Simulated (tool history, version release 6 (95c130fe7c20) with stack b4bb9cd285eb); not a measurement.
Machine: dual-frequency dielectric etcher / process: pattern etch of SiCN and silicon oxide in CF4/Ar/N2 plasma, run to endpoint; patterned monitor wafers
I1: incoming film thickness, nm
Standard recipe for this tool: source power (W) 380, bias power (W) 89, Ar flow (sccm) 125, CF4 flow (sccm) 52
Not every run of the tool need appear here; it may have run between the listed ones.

{"run": 1, "hour": 0.0, "source power (W)": 380, "bias power (W)": 89, "Ar flow (sccm)": 125, "CF4 flow (sccm)": 52, "I1": 15.61, "endpoint time (s)": 21.5}
{"run": 2, "hour": 13.3, "source power (W)": 380, "bias power (W)": 109, "Ar flow (sccm)": 125, "CF4 flow (sccm)": 45, "I1": 15.39, "endpoint time (s)": 20.2}
{"run": 3, "hour": 27.9, "source power (W)": 380, "bias power (W)": 80, "Ar flow (sccm)": 149, "CF4 flow (sccm)": 43, "I1": 15.49, "endpoint time (s)": 23}
{"run": 4, "hour": 35.9, "source power (W)": 380, "bias power (W)": 89, "Ar flow (sccm)": 125, "CF4 flow (sccm)": 52, "I1": 15.55, "endpoint time (s)": 21.2}
{"hour": 62.4, "done": "upper electrode replaced"}
{"run": 5, "hour": 62.9, "source power (W)": 330, "bias power (W)": 89, "Ar flow (sccm)": 125, "CF4 flow (sccm)": 52, "I1": 15.47, "endpoint time (s)": 23.3}
{"run": 6, "hour": 63.2, "source power (W)": 380, "bias power (W)": 78, "Ar flow (sccm)": 125, "CF4 flow (sccm)": 52, "I1": 15.26, "endpoint time (s)": 21.9}
{"run": 7, "hour": 63.5, "source power (W)": 380, "bias power (W)": 89, "Ar flow (sccm)": 107, "CF4 flow (sccm)": 52, "I1": 15.55, "endpoint time (s)": 20.9}
{"hour": 69.6, "done": "bias power generator calibrated"}
{"run": 8, "hour": 70.1, "source power (W)": 440, "bias power (W)": 80, "Ar flow (sccm)": 141, "CF4 flow (sccm)": 61, "I1": 15.62, "endpoint time (s)": 20.1}
{"run": 9, "hour": 82.1, "source power (W)": 380, "bias power (W)": 89, "Ar flow (sccm)": 125, "CF4 flow (sccm)": 52, "I1": 15.23, "endpoint time (s)": 20.8}
{"run": 10, "hour": 97.3, "source power (W)": 300, "bias power (W)": 106, "Ar flow (sccm)": 125, "CF4 flow (sccm)": 52, "I1": 15.37, "endpoint time (s)": 22.8}
{"run": 11, "hour": 110.8, "source power (W)": 290, "bias power (W)": 107, "Ar flow (sccm)": 125, "CF4 flow (sccm)": 52, "I1": 15.41, "endpoint time (s)": 23}
{"run": 12, "hour": 120.5, "source power (W)": 380, "bias power (W)": 89, "Ar flow (sccm)": 125, "CF4 flow (sccm)": 59, "I1": 15.55, "endpoint time (s)": 20.9}
{"run": 13, "hour": 135.4, "source power (W)": 380, "bias power (W)": 68, "Ar flow (sccm)": 125, "CF4 flow (sccm)": 46, "I1": 15.53, "endpoint time (s)": 23.4}
{"run": 14, "hour": 148.5, "source power (W)": 380, "bias power (W)": 103, "Ar flow (sccm)": 125, "CF4 flow (sccm)": 52, "I1": 15.5, "endpoint time (s)": 20.1}
{"run": 15, "hour": 165.7, "source power (W)": 380, "bias power (W)": 75, "Ar flow (sccm)": 136, "CF4 flow (sccm)": 52, "I1": 15.38, "endpoint time (s)": 22.3}
{"run": 16, "hour": 189.2, "source power (W)": 280, "bias power (W)": 89, "Ar flow (sccm)": 138, "CF4 flow (sccm)": 59, "I1": 15.71, "endpoint time (s)": 25}
{"run": 17, "hour": 196.4, "source power (W)": 380, "bias power (W)": 107, "Ar flow (sccm)": 125, "CF4 flow (sccm)": 42, "I1": 15.55, "endpoint time (s)": 20.4}
{"run": 18, "hour": 204.2, "source power (W)": 380, "bias power (W)": 99, "Ar flow (sccm)": 125, "CF4 flow (sccm)": 52, "I1": 15.57, "endpoint time (s)": 20.3}
{"run": 19, "hour": 220.3, "source power (W)": 380, "bias power (W)": 89, "Ar flow (sccm)": 125, "CF4 flow (sccm)": 52, "I1": 15.34, "endpoint time (s)": 20.7}
{"run": 20, "hour": 226.9, "source power (W)": 450, "bias power (W)": 89, "Ar flow (sccm)": 101, "CF4 flow (sccm)": 63, "I1": 15.56, "endpoint time (s)": 17.9}
{"run": 21, "hour": 235.2, "source power (W)": 380, "bias power (W)": 89, "Ar flow (sccm)": 112, "CF4 flow (sccm)": 52, "I1": 15.54, "endpoint time (s)": 20.7}
{"run": 22, "hour": 242.6, "source power (W)": 450, "bias power (W)": 73, "Ar flow (sccm)": 102, "CF4 flow (sccm)": 43, "I1": 15.45, "endpoint time (s)": 20.2}
{"run": 23, "hour": 259.9, "source power (W)": 300, "bias power (W)": 82, "Ar flow (sccm)": 152, "CF4 flow (sccm)": 44, "I1": 15.53, "endpoint time (s)": 25.9}
{"run": 24, "hour": 268.0, "source power (W)": 440, "bias power (W)": 98, "Ar flow (sccm)": 125, "CF4 flow (sccm)": 56, "I1": 15.5, "endpoint time (s)": 18.1}
{"run": 25, "hour": 283.5, "source power (W)": 330, "bias power (W)": 89, "Ar flow (sccm)": 110, "CF4 flow (sccm)": 52, "I1": 15.5, "endpoint time (s)": 22.5}

Difference, measured minus no-hidden-state, one row per run. Run-to-run variation is common to both terms; the gauge's own scatter need not be:
What the log doesn't record here: etch rate over this chamber's usual, %; source power that arrives over what is set, %; bias power that arrives over what is set, %; Ar flow that arrives over what is set, %; CF4 flow that arrives over what is set, %.
run=1 endpoint_time_(s)=-0.2
run=2 endpoint_time_(s)=-0.3
run=3 endpoint_time_(s)=-0.4
run=4 endpoint_time_(s)=-0.3
run=5 endpoint_time_(s)=-0.5
run=6 endpoint_time_(s)=-0.4
run=7 endpoint_time_(s)=-0.4
run=8 endpoint_time_(s)=-0.4
run=9 endpoint_time_(s)=-0.4
run=10 endpoint_time_(s)=-0.5
run=11 endpoint_time_(s)=-0.6
run=12 endpoint_time_(s)=-0.5
run=13 endpoint_time_(s)=-0.6
run=14 endpoint_time_(s)=-0.5
run=15 endpoint_time_(s)=-0.6
run=16 endpoint_time_(s)=-0.8
run=17 endpoint_time_(s)=-0.6
run=18 endpoint_time_(s)=-0.7
run=19 endpoint_time_(s)=-0.8
run=20 endpoint_time_(s)=-0.6
run=21 endpoint_time_(s)=-0.7
run=22 endpoint_time_(s)=-0.8
run=23 endpoint_time_(s)=-1
run=24 endpoint_time_(s)=-0.7
run=25 endpoint_time_(s)=-0.9
